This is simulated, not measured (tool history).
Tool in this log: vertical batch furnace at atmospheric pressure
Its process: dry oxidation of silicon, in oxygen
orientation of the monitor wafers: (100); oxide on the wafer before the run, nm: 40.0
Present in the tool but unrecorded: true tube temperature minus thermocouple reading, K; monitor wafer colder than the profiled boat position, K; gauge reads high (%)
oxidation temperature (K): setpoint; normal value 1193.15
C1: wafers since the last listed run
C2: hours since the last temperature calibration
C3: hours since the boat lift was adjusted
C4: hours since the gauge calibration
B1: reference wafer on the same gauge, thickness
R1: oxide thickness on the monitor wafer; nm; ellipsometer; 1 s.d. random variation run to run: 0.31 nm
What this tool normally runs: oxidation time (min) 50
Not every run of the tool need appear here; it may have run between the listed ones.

{"run": 1, "day": 0.0, "oxidation temperature (K)": 1193.15, "oxidation time (min)": 57, "C1": 0, "C2": 845, "C3": 2277.3, "C4": 298.1, "B1": 49.24, "R1": 54.71}
{"run": 2, "day": 0.962, "oxidation temperature (K)": 1193.15, "oxidation time (min)": 57, "C1": 387, "C2": 868.1, "C3": 2300.4, "C4": 321.2, "B1": 49.27, "R1": 54.85}
{"run": 3, "day": 1.496, "oxidation temperature (K)": 1193.15, "oxidation time (min)": 50, "C1": 214, "C2": 880.9, "C3": 2313.2, "C4": 334, "B1": 49.4, "R1": 53.09}
{"run": 4, "day": 3.075, "oxidation temperature (K)": 1193.15, "oxidation time (min)": 50, "C1": 636, "C2": 918.8, "C3": 2351.1, "C4": 371.9, "B1": 49.32, "R1": 53.78}
{"run": 5, "day": 4.338, "oxidation temperature (K)": 1193.15, "oxidation time (min)": 50, "C1": 508, "C2": 949.1, "C3": 2381.4, "C4": 402.2, "B1": 49.46, "R1": 52.84}
{"run": 6, "day": 5.529, "oxidation temperature (K)": 1193.15, "oxidation time (min)": 50, "C1": 480, "C2": 977.7, "C3": 2410, "C4": 430.8, "B1": 49.46, "R1": 53.77}
{"run": 7, "day": 6.088, "oxidation temperature (K)": 1193.15, "oxidation time (min)": 50, "C1": 224, "C2": 991.1, "C3": 2423.4, "C4": 444.2, "B1": 49.64, "R1": 53.51}
{"run": 8, "day": 6.871, "oxidation temperature (K)": 1193.15, "oxidation time (min)": 50, "C1": 315, "C2": 1009.9, "C3": 2442.2, "C4": 463, "B1": 49.59, "R1": 54.56}
{"run": 9, "day": 8.221, "oxidation temperature (K)": 1210.15, "oxidation time (min)": 50, "C1": 543, "C2": 1042.3, "C3": 2474.6, "C4": 495.4, "B1": 49.67, "R1": 57.3}
{"run": 10, "day": 9.112, "oxidation temperature (K)": 1210.15, "oxidation time (min)": 50, "C1": 359, "C2": 1063.7, "C3": 2496, "C4": 516.8, "B1": 49.75, "R1": 56.08}
{"day": 11.242, "done": "boat lift adjusted"}
{"run": 11, "day": 11.262, "oxidation temperature (K)": 1210.15, "oxidation time (min)": 50, "C1": 463, "C2": 1115.3, "C3": 0.5, "C4": 568.4, "B1": 49.88, "R1": 57.31}
{"day": 12.596, "done": "gauge calibrated"}
{"run": 12, "day": 13.588, "oxidation temperature (K)": 1193.15, "oxidation time (min)": 50, "C1": 936, "C2": 1171.1, "C3": 56.3, "C4": 23.8, "B1": 48.48, "R1": 52.32}
{"run": 13, "day": 16.442, "oxidation temperature (K)": 1178.15, "oxidation time (min)": 50, "C1": 1149, "C2": 1239.6, "C3": 124.8, "C4": 92.3, "B1": 48.51, "R1": 50.97}
{"run": 14, "day": 17.2, "oxidation temperature (K)": 1178.15, "oxidation time (min)": 50, "C1": 305, "C2": 1257.8, "C3": 143, "C4": 110.5, "B1": 48.7, "R1": 50.48}
{"run": 15, "day": 17.971, "oxidation temperature (K)": 1178.15, "oxidation time (min)": 50, "C1": 310, "C2": 1276.3, "C3": 161.5, "C4": 129, "B1": 48.69, "R1": 50.95}
{"run": 16, "day": 18.992, "oxidation temperature (K)": 1203.15, "oxidation time (min)": 36.5, "C1": 411, "C2": 1300.8, "C3": 186, "C4": 153.5, "B1": 48.67, "R1": 50.68}
{"day": 22.508, "done": "thermocouples replaced and temperature profile calibrated"}
{"run": 17, "day": 22.758, "oxidation temperature (K)": 1215.15, "oxidation time (min)": 27.5, "C1": 1114, "C2": 6, "C3": 276.4, "C4": 243.9, "B1": 48.89, "R1": 50.58}
{"run": 18, "day": 24.796, "oxidation temperature (K)": 1180.15, "oxidation time (min)": 39, "C1": 820, "C2": 54.9, "C3": 325.3, "C4": 292.8, "B1": 49.01, "R1": 49.32}
{"run": 19, "day": 25.946, "oxidation temperature (K)": 1175.15, "oxidation time (min)": 34.5, "C1": 463, "C2": 82.5, "C3": 352.9, "C4": 320.4, "B1": 49.25, "R1": 48.83}
{"run": 20, "day": 26.792, "oxidation temperature (K)": 1182.15, "oxidation time (min)": 66, "C1": 340, "C2": 102.8, "C3": 373.2, "C4": 340.7, "B1": 49.12, "R1": 54.35}
{"run": 21, "day": 27.488, "oxidation temperature (K)": 1193.15, "oxidation time (min)": 50, "C1": 280, "C2": 119.5, "C3": 389.9, "C4": 357.4, "B1": 49.33, "R1": 53.66}
{"run": 22, "day": 28.462, "oxidation temperature (K)": 1193.15, "oxidation time (min)": 68.5, "C1": 392, "C2": 142.9, "C3": 413.3, "C4": 380.8, "B1": 49.15, "R1": 56.87}
{"run": 23, "day": 28.996, "oxidation temperature (K)": 1186.15, "oxidation time (min)": 71, "C1": 214, "C2": 155.7, "C3": 426.1, "C4": 393.6, "B1": 49.22, "R1": 55.99}
{"run": 24, "day": 29.638, "oxidation temperature (K)": 1178.15, "oxidation time (min)": 50, "C1": 258, "C2": 171.1, "C3": 441.5, "C4": 409, "B1": 49.35, "R1": 51.21}
{"run": 25, "day": 31.129, "oxidation temperature (K)": 1199.15, "oxidation time (min)": 64.5, "C1": 600, "C2": 206.9, "C3": 477.3, "C4": 444.8, "B1": 49.31, "R1": 58.16}
{"run": 26, "day": 32.333, "oxidation temperature (K)": 1210.15, "oxidation time (min)": 37, "C1": 485, "C2": 235.8, "C3": 506.2, "C4": 473.7, "B1": 49.35, "R1": 53.15}
{"run": 27, "day": 33.721, "oxidation temperature (K)": 1193.15, "oxidation time (min)": 50, "C1": 558, "C2": 269.1, "C3": 539.5, "C4": 507, "B1": 49.48, "R1": 53.41}
{"run": 28, "day": 34.7, "oxidation temperature (K)": 1178.15, "oxidation time (min)": 61, "C1": 394, "C2": 292.6, "C3": 563, "C4": 530.5, "B1": 49.41, "R1": 53.77}
{"run": 29, "day": 35.617, "oxidation temperature (K)": 1200.15, "oxidation time (min)": 58.5, "C1": 369, "C2": 314.6, "C3": 585, "C4": 552.5, "B1": 49.55, "R1": 56.79}
{"day": 36.462, "done": "gauge calibrated"}
{"run": 30, "day": 37.012, "oxidation temperature (K)": 1215.15, "oxidation time (min)": 73.5, "C1": 562, "C2": 348.1, "C3": 618.5, "C4": 13.2, "B1": 48.17, "R1": 62.54}

Each run again, without the hidden state but with its own random variation kept:
run=1 R1=53.58
run=2 R1=53.67
run=3 R1=51.92
run=4 R1=52.52
run=5 R1=51.53
run=6 R1=52.39
run=7 R1=52.1
run=8 R1=53.09
run=9 R1=55.69
run=10 R1=54.45
run=11 R1=55.54
run=12 R1=52.06
run=13 R1=50.58
run=14 R1=50.06
run=15 R1=50.49
run=16 R1=50.18
run=17 R1=49.89
run=18 R1=48.56
run=19 R1=48.03
run=20 R1=53.41
run=21 R1=52.69
run=22 R1=55.8
run=23 R1=54.9
run=24 R1=50.19
run=25 R1=56.93
run=26 R1=51.96
run=27 R1=52.14
run=28 R1=52.45
run=29 R1=55.34
run=30 R1=62.71

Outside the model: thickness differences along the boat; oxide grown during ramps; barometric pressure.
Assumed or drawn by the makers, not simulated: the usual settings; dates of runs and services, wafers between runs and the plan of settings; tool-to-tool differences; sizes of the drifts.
